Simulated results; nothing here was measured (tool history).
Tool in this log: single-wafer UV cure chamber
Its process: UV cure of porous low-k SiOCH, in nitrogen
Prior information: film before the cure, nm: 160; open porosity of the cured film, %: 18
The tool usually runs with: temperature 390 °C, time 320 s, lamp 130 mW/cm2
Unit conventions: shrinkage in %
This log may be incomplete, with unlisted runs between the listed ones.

run     day  temperature  time  lamp  wafers since the last listed run  hours since the UV bulbs were replaced  wafers since the quartz window was cleaned  shrinkage
  1       0          390   320   148                                 0                                   231.7                                        2791     14.869
      1.029  -- quartz window cleaned
  2    1.05          390   320   148                               144                                   256.9                                           4     15.154
  3   1.879          390   320   114                               166                                   276.8                                         171     13.809
  4   3.029          390   320   114                               231                                   304.4                                         402     13.944
  5    3.95          377   320   130                               185                                   326.5                                         587     14.035
  6   5.267          390   230   130                               264                                   358.1                                         852     12.892
  7   6.412          390   230   130                               230                                   385.6                                        1082     12.941
  8   7.396          390   320   130                               197                                   409.2                                        1280     14.697
  9   8.454          390   320   130                               212                                   434.6                                        1492     14.425
 10   9.562          390   320   130                               222                                   461.2                                        1715     14.514
 11  10.862          390   265   103                               261                                   492.4                                        1977     12.405
 12  12.038          390   320   130                               236                                   520.6                                        2213     14.479
 13  13.312          390   320   130                               256                                   551.2                                        2469     14.304
 14  15.083          390   320   130                               356                                   593.7                                        2825     14.044
 15  16.383          376   240   130                               261                                   624.9                                        3087     12.495
     17.262  -- quartz window cleaned
 16  17.275          376   240   130                               112                                   646.3                                           2     11.953
 17  18.075          382   365   130                               160                                   665.5                                         163     13.793
 18  18.788          390   320   130                               143                                   682.6                                         306     13.687
 19  19.533          390   320   130                               149                                   700.5                                         456     13.495
 20   20.85          390   320   130                               264                                   732.1                                         720     13.436
 21  21.783          379   320   130                               187                                   754.5                                         908     13.294
 22  22.992          390   370   130                               242                                   783.5                                        1151     14.224
 23  23.533          390   165   130                               108                                   796.5                                        1260     10.506
 24  24.988          377   160   159                               292                                   831.4                                        1552     10.877
 25  25.533          399   410   141                               109                                   844.5                                        1662     15.048
 26  27.004          390   320   130                               295                                   879.8                                        1958     13.332
     28.262  -- quartz window cleaned, repeated, since the last time left the tool worse
 27  28.367          372   180   130                               206                                   912.5                                          21     11.473
 28  29.729          380   430   150                               273                                   945.2                                         295     16.599
 29  31.212          380   320   156                               298                                   980.8                                         593     15.198
 30  32.462          390   320   130                               251                                  1010.8                                         844     14.597
     35.646  -- UV bulbs replaced
 31  35.667          390   500   167                               577                                     0.5                                        1421       17.7
 32  36.946          390   320   130                               257                                    31.2                                        1679     14.378
 33  37.662          390   320   130                               144                                    48.4                                        1823     14.564
 34  38.325          398   130    95                               133                                    64.3                                        1956       9.21
 35  41.396          380   320   130                               617                                     138                                        2573     14.213
 36  42.117          404   320   102                               144                                   155.3                                        2718     13.344
 37  42.646          400   445   147                               106                                     168                                        2825     16.575
 38  43.192          385   170   155                               109                                   181.1                                        2934     11.882
     45.796  -- quartz window cleaned
 39  46.775          390   320   130                               653                                   267.1                                         196     14.634
 40  47.854          395   320   167                               216                                     293                                         413     16.044
 41  49.117          390   320   130                               253                                   323.3                                         667     14.597
 42  49.779          390   320   130                               133                                   339.2                                         800     14.817

What if the next run were any one of these 3? Each begins from the tool's condition after run 42:
  A  49.8          390   320   163                                 4                                   339.7                                         804          ?
  B  49.8          398   320   154                                 4                                   339.7                                         804          ?
  C  49.8          390   320   113                                 4                                   339.7                                         804          ?

run  shrinkage
  A     15.665
  B     15.543
  C     13.927
Stripped of hidden state, with their random variation kept, the same runs would have yielded:
run  shrinkage
  A       15.7
  B     15.578
  C     13.962

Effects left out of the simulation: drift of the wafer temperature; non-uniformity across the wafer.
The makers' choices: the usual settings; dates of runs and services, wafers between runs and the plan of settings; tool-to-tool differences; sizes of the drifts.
